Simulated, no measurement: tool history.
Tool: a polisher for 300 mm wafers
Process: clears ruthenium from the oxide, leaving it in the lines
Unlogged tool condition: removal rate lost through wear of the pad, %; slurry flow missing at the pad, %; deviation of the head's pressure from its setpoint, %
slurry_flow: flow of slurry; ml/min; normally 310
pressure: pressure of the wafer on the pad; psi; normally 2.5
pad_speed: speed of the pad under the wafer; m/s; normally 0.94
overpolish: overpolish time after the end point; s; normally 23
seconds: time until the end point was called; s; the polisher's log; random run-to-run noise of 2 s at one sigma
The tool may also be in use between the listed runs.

run,hour,slurry_flow,pressure,pad_speed,overpolish,wafers since the last listed run,wafers polished on this pad,hours since the slurry nozzle was cleaned,hours since the head pressure was calibrated,"incoming thickness of the incoming film, nm",seconds
1,0,345,2.5,0.94,23,0,791,290,1137.9,154.3,125.1
2,14.9,345,2.5,0.94,23,76,868,304.9,1152.8,157.5,131.2
3,25.1,345,2.5,0.94,23,52,920,315.1,1163,153.1,123.9
4,37,310,2.5,0.94,23,61,982,327,1174.9,154.1,130.7
5,48.7,310,2.5,0.94,23,60,1042,338.7,1186.6,155.4,133.1
# hour 58.7: head pressure recalibrated
6,64.3,310,2.5,0.94,23,70,1113,354.3,5.6,155.9,129.7
# hour 66.4: slurry nozzle cleaned
7,75.9,310,2.5,0.94,17,54,1167,9.5,17.2,155,131.1
# hour 96.4: worn pad replaced by a new one
8,96.9,310,2.5,0.76,10,87,2,30.5,38.2,157.5,144.7
9,109.9,310,2.5,0.94,23,67,69,43.5,51.2,155.6,118.6
10,122.5,310,2.5,0.94,17,65,134,56.1,63.8,155.6,115.1
11,132.1,310,2.5,0.68,23,49,184,65.7,73.4,154.8,164.4
12,139.8,310,1.8,0.94,19,39,224,73.4,81.1,151.6,142.7
13,156.1,310,2.5,0.94,23,84,308,89.7,97.4,155,120.8
14,165,280,3,1.06,15,45,354,98.6,106.3,155.8,101.6

Each row is a separate what-if for the run after 14, all from the same tool condition, not one after another. Results?
A,165.5,230,2.5,0.94,23,2,357,99.1,106.8,154.9,?
B,165.5,245,2.1,0.8,15,2,357,99.1,106.8,154.9,?
C,165.5,310,1.8,0.94,23,2,357,99.1,106.8,154.9,?

run,seconds
A,129.5
B,166.9
C,150.4
Stripped of hidden state, with their random variation kept, the same runs would have yielded:
run,seconds
A,119.5
B,154
C,138.8
